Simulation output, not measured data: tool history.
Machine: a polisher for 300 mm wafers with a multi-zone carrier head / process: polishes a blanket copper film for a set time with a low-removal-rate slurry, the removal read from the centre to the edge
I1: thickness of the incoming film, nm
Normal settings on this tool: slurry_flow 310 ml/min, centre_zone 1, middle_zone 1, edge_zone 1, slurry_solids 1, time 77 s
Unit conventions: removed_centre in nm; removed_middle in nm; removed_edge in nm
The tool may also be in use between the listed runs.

Run 1, hour 0: usual settings; I1 1145.4. Result: removed_centre 296.8 nm, removed_middle 299.4 nm, removed_edge 300.8 nm.
Run 2, hour 23.9: usual settings; I1 1159.7. Result: removed_centre 294.5 nm, removed_middle 301.6 nm, removed_edge 306.8 nm.
At hour 50.5: worn pad replaced by a new one.
Run 3, hour 61.2: usual settings but edge_zone 1.05; I1 1141.9. Result: removed_centre 299.6 nm, removed_middle 296.3 nm, removed_edge 302.3 nm.
Run 4, hour 87.3: usual settings but edge_zone 1.05; I1 1142.3. Result: removed_centre 299.6 nm, removed_middle 292.2 nm, removed_edge 305.7 nm.
Run 5, hour 121: usual settings but edge_zone 1.05; I1 1144.1. Result: removed_centre 293.9 nm, removed_middle 287.6 nm, removed_edge 309.3 nm.
At hour 169.1: worn pad replaced by a new one.
Run 6, hour 214.4: usual settings but centre_zone 1.05; I1 1122.2. Result: removed_centre 306.1 nm, removed_middle 288.5 nm, removed_edge 297.1 nm.
At hour 230.1: centre zone pressure recalibrated.
Run 7, hour 232.5: usual settings but centre_zone 1.05; I1 1148.7. Result: removed_centre 306.9 nm, removed_middle 292.7 nm, removed_edge 293.9 nm.
Run 8, hour 260.7: usual settings; I1 1123.5. Result: removed_centre 288.5 nm, removed_middle 287.8 nm, removed_edge 301 nm.
At hour 272.6: carrier head's membrane replaced by a new one.
Run 9, hour 280.5: usual settings; I1 1138.6. Result: removed_centre 294.5 nm, removed_middle 284.8 nm, removed_edge 295.9 nm.
At hour 292.2: worn pad replaced by a new one.
Run 10, hour 293.2: usual settings but middle_zone 0.92; I1 1158.6. Result: removed_centre 300.7 nm, removed_middle 273.5 nm, removed_edge 296 nm.
At hour 318.6: slurry nozzle cleaned.
Run 11, hour 327.5: usual settings; I1 1142.7. Result: removed_centre 275 nm, removed_middle 276.3 nm, removed_edge 289.4 nm.
Run 12, hour 361.2: usual settings; I1 1137.1. Result: removed_centre 272.8 nm, removed_middle 280.4 nm, removed_edge 289.8 nm.
Run 13, hour 392.2: usual settings but centre_zone 1.03, middle_zone 1.04; I1 1149.2. Result: removed_centre 273.2 nm, removed_middle 285.4 nm, removed_edge 278.4 nm.
At hour 403.8: slurry nozzle cleaned, repeated, since the last time left the tool worse.
Run 14, hour 407.8: usual settings but slurry_flow 245 ml/min; I1 1144.6. Result: removed_centre 295.3 nm, removed_middle 290.8 nm, removed_edge 291.4 nm.
At hour 422.3: edge zone pressure recalibrated.
At hour 426.6: worn pad replaced by a new one.
Run 15, hour 472: usual settings; I1 1138.3. Result: removed_centre 303.8 nm, removed_middle 304.2 nm, removed_edge 297.5 nm.
Run 16, hour 504: usual settings but middle_zone 0.93, edge_zone 0.93; I1 1134.8. Result: removed_centre 301 nm, removed_middle 284.1 nm, removed_edge 287.6 nm.
Run 17, hour 533: usual settings but slurry_flow 235 ml/min, centre_zone 1.03, middle_zone 1.05, time 99 s; I1 1155.9. Result: removed_centre 382.7 nm, removed_middle 389.6 nm, removed_edge 372.6 nm.
At hour 553.5: worn pad replaced by a new one.
Run 18, hour 633.6: usual settings but slurry_flow 270 ml/min, middle_zone 0.92, slurry_solids 1.25, time 56 s; I1 1135.8. Result: removed_centre 232.3 nm, removed_middle 215.1 nm, removed_edge 232.4 nm.

What the log doesn't show, run by run:
removal rate lost through wear of the pad, %: 0, the same for each run
deviation of the centre zone's pressure from its setpoint, %: 0, the same for each run
deviation of the edge zone's pressure from its setpoint, %: 0, the same for each run
H1: slurry flow missing at the pad, %
run    H1
  1  13.9
  2  14.7
  3    16
  4  16.9
  5  18.1
  6  21.4
  7    22
  8    23
  9  23.7
 10  24.1
 11  49.4
 12  50.6
 13  51.6
 14  1.84
 15  4.08
 16  5.19
 17   6.2
 18  9.71
